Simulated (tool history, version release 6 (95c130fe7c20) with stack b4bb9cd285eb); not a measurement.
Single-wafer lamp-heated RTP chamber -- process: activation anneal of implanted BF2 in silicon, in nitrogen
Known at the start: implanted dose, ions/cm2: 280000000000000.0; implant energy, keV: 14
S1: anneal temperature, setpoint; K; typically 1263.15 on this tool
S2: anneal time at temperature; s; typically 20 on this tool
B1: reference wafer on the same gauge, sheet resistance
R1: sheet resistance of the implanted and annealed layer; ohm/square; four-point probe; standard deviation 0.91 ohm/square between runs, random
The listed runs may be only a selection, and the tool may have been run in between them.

{"run": 1, "hour": 0.0, "S1": 1263.15, "S2": 20, "B1": 511.95, "R1": 441.51}
{"run": 2, "hour": 16.0, "S1": 1263.15, "S2": 20, "B1": 511.88, "R1": 440.07}
{"run": 3, "hour": 34.4, "S1": 1263.15, "S2": 20, "B1": 512.01, "R1": 438.94}
{"run": 4, "hour": 61.3, "S1": 1263.15, "S2": 20, "B1": 512.08, "R1": 439.48}
{"run": 5, "hour": 74.5, "S1": 1280.15, "S2": 20, "B1": 512.11, "R1": 435.73}
{"run": 6, "hour": 93.5, "S1": 1280.15, "S2": 20, "B1": 511.69, "R1": 434.68}
{"run": 7, "hour": 127.8, "S1": 1263.15, "S2": 20, "B1": 512.05, "R1": 438.09}
{"run": 8, "hour": 142.7, "S1": 1263.15, "S2": 20, "B1": 512.07, "R1": 438.16}
{"hour": 160.9, "done": "pyrometer window cleaned and pyrometer calibrated"}
{"run": 9, "hour": 161.4, "S1": 1263.15, "S2": 20, "B1": 512.21, "R1": 441.45}
{"hour": 171.7, "done": "gauge calibrated"}
{"run": 10, "hour": 183.7, "S1": 1276.15, "S2": 31, "B1": 511.91, "R1": 430.92}
{"run": 11, "hour": 212.3, "S1": 1263.15, "S2": 20, "B1": 511.96, "R1": 440.86}
{"hour": 243.2, "done": "reflector plate cleaned"}
{"run": 12, "hour": 243.7, "S1": 1282.15, "S2": 16, "B1": 512.06, "R1": 436.6}
{"run": 13, "hour": 263.9, "S1": 1251.15, "S2": 12, "B1": 512.02, "R1": 448.51}
{"run": 14, "hour": 283.9, "S1": 1263.15, "S2": 28, "B1": 511.82, "R1": 434.52}
{"hour": 315.5, "done": "pyrometer window cleaned and pyrometer calibrated"}
{"run": 15, "hour": 316.0, "S1": 1292.15, "S2": 29, "B1": 511.91, "R1": 428.8}
{"run": 16, "hour": 332.4, "S1": 1277.15, "S2": 15, "B1": 511.97, "R1": 438.77}
{"run": 17, "hour": 367.2, "S1": 1280.15, "S2": 27, "B1": 512.08, "R1": 430.49}
{"run": 18, "hour": 398.4, "S1": 1263.15, "S2": 20, "B1": 512.12, "R1": 440.22}

4 ways to go on from here, each from the tool as it stands after run 18. What would each give?
{"run": "A", "hour": 398.8, "S1": 1263.15, "S2": 20, "B1": "?", "R1": "?"}
{"run": "B", "hour": 398.8, "S1": 1286.15, "S2": 12, "B1": "?", "R1": "?"}
{"run": "C", "hour": 398.8, "S1": 1263.15, "S2": 12, "B1": "?", "R1": "?"}
{"run": "D", "hour": 398.8, "S1": 1239.15, "S2": 30, "B1": "?", "R1": "?"}

run=A B1=511.93 R1=439.69
run=B B1=511.93 R1=438.93
run=C B1=511.93 R1=443.66
run=D B1=511.93 R1=450.68
With no hidden state in the tool, these same runs would have given:
run=A R1=442.63
run=B R1=440.00
run=C R1=446.60
run=D R1=459.00
